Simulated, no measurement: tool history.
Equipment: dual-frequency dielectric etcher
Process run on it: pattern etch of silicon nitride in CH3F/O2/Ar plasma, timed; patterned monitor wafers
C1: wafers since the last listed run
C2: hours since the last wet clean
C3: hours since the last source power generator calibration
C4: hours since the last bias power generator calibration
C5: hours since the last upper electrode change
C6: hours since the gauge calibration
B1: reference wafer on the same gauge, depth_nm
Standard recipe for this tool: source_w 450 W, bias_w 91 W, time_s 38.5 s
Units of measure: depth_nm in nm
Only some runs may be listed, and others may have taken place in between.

{"run": 1, "hour": 0.0, "source_w": 450, "bias_w": 91, "time_s": 38.5, "C1": 0, "C2": 394.7, "C3": 3173.3, "C4": 2561.2, "C5": 2281.5, "C6": 114.8, "B1": 33.2, "depth_nm": 29.53}
{"run": 2, "hour": 21.3, "source_w": 450, "bias_w": 91, "time_s": 38.5, "C1": 316, "C2": 416, "C3": 3194.6, "C4": 2582.5, "C5": 2302.8, "C6": 136.1, "B1": 33.25, "depth_nm": 29.66}
{"run": 3, "hour": 36.1, "source_w": 450, "bias_w": 91, "time_s": 38.5, "C1": 220, "C2": 430.8, "C3": 3209.4, "C4": 2597.3, "C5": 2317.6, "C6": 150.9, "B1": 33.18, "depth_nm": 29.37}
{"run": 4, "hour": 43.4, "source_w": 450, "bias_w": 91, "time_s": 34.5, "C1": 108, "C2": 438.1, "C3": 3216.7, "C4": 2604.6, "C5": 2324.9, "C6": 158.2, "B1": 33.14, "depth_nm": 26.59}
{"run": 5, "hour": 52.1, "source_w": 450, "bias_w": 91, "time_s": 34.5, "C1": 129, "C2": 446.8, "C3": 3225.4, "C4": 2613.3, "C5": 2333.6, "C6": 166.9, "B1": 33.21, "depth_nm": 26.38}
{"run": 6, "hour": 59.8, "source_w": 450, "bias_w": 91, "time_s": 38.5, "C1": 114, "C2": 454.5, "C3": 3233.1, "C4": 2621, "C5": 2341.3, "C6": 174.6, "B1": 33.2, "depth_nm": 29.65}
{"hour": 92.9, "done": "upper electrode replaced"}
{"run": 7, "hour": 93.4, "source_w": 450, "bias_w": 91, "time_s": 38.5, "C1": 142, "C2": 488.1, "C3": 3266.7, "C4": 2654.6, "C5": 0.5, "C6": 208.2, "B1": 33.19, "depth_nm": 29.32}
{"run": 8, "hour": 93.8, "source_w": 450, "bias_w": 91, "time_s": 38.5, "C1": 5, "C2": 488.5, "C3": 3267.1, "C4": 2655, "C5": 0.9, "C6": 208.6, "B1": 33.17, "depth_nm": 29.46}
{"run": 9, "hour": 94.3, "source_w": 450, "bias_w": 91, "time_s": 38.5, "C1": 7, "C2": 489, "C3": 3267.6, "C4": 2655.5, "C5": 1.4, "C6": 209.1, "B1": 33.25, "depth_nm": 29.2}
{"run": 10, "hour": 102.6, "source_w": 450, "bias_w": 91, "time_s": 38.5, "C1": 123, "C2": 497.3, "C3": 3275.9, "C4": 2663.8, "C5": 9.7, "C6": 217.4, "B1": 33.19, "depth_nm": 29.42}
{"hour": 107.9, "done": "bias power generator calibrated"}
{"hour": 115.4, "done": "source power generator calibrated"}
{"run": 11, "hour": 118.9, "source_w": 400, "bias_w": 99, "time_s": 49, "C1": 123, "C2": 513.6, "C3": 3.5, "C4": 11, "C5": 26, "C6": 233.7, "B1": 33.22, "depth_nm": 36.93}
{"hour": 127.5, "done": "gauge calibrated"}
{"run": 12, "hour": 131.8, "source_w": 450, "bias_w": 91, "time_s": 38.5, "C1": 191, "C2": 526.5, "C3": 16.4, "C4": 23.9, "C5": 38.9, "C6": 4.3, "B1": 33.22, "depth_nm": 29.37}
{"run": 13, "hour": 147.0, "source_w": 540, "bias_w": 69, "time_s": 28.5, "C1": 226, "C2": 541.7, "C3": 31.6, "C4": 39.1, "C5": 54.1, "C6": 19.5, "B1": 33.2, "depth_nm": 20.94}
{"hour": 172.3, "done": "wet clean of the chamber"}
{"run": 14, "hour": 172.8, "source_w": 450, "bias_w": 76, "time_s": 42, "C1": 26, "C2": 0.5, "C3": 57.4, "C4": 64.9, "C5": 79.9, "C6": 45.3, "B1": 33.24, "depth_nm": 31.99}
{"run": 15, "hour": 174.4, "source_w": 400, "bias_w": 99, "time_s": 49, "C1": 23, "C2": 2.1, "C3": 59, "C4": 66.5, "C5": 81.5, "C6": 46.9, "B1": 33.25, "depth_nm": 39.4}
{"run": 16, "hour": 181.3, "source_w": 450, "bias_w": 91, "time_s": 38.5, "C1": 102, "C2": 9, "C3": 65.9, "C4": 73.4, "C5": 88.4, "C6": 53.8, "B1": 33.19, "depth_nm": 30.79}
{"run": 17, "hour": 197.1, "source_w": 380, "bias_w": 97, "time_s": 43, "C1": 234, "C2": 24.8, "C3": 81.7, "C4": 89.2, "C5": 104.2, "C6": 69.6, "B1": 33.21, "depth_nm": 33.73}
{"run": 18, "hour": 214.6, "source_w": 400, "bias_w": 73, "time_s": 38.5, "C1": 260, "C2": 42.3, "C3": 99.2, "C4": 106.7, "C5": 121.7, "C6": 87.1, "B1": 33.18, "depth_nm": 27.96}
{"run": 19, "hour": 229.1, "source_w": 530, "bias_w": 83, "time_s": 31.5, "C1": 215, "C2": 56.8, "C3": 113.7, "C4": 121.2, "C5": 136.2, "C6": 101.6, "B1": 33.2, "depth_nm": 25.56}
{"run": 20, "hour": 240.3, "source_w": 450, "bias_w": 91, "time_s": 38.5, "C1": 166, "C2": 68, "C3": 124.9, "C4": 132.4, "C5": 147.4, "C6": 112.8, "B1": 33.2, "depth_nm": 30.57}
{"run": 21, "hour": 250.3, "source_w": 560, "bias_w": 79, "time_s": 44, "C1": 148, "C2": 78, "C3": 134.9, "C4": 142.4, "C5": 157.4, "C6": 122.8, "B1": 33.2, "depth_nm": 35.52}

What would each run have given without the hidden state, its run-to-run variation left as it was?
Hidden state present: etch rate over this chamber's usual, %; source power that arrives over what is set, %; bias power that arrives over what is set, %; gauge reads high (%).
run=1 depth_nm=30.62
run=2 depth_nm=30.81
run=3 depth_nm=30.55
run=4 depth_nm=27.67
run=5 depth_nm=27.48
run=6 depth_nm=30.9
run=7 depth_nm=30.65
run=8 depth_nm=30.8
run=9 depth_nm=30.53
run=10 depth_nm=30.78
run=11 depth_nm=38.69
run=12 depth_nm=30.81
run=13 depth_nm=21.99
run=14 depth_nm=31.84
run=15 depth_nm=39.22
run=16 depth_nm=30.66
run=17 depth_nm=33.64
run=18 depth_nm=27.93
run=19 depth_nm=25.56
run=20 depth_nm=30.59
run=21 depth_nm=35.58
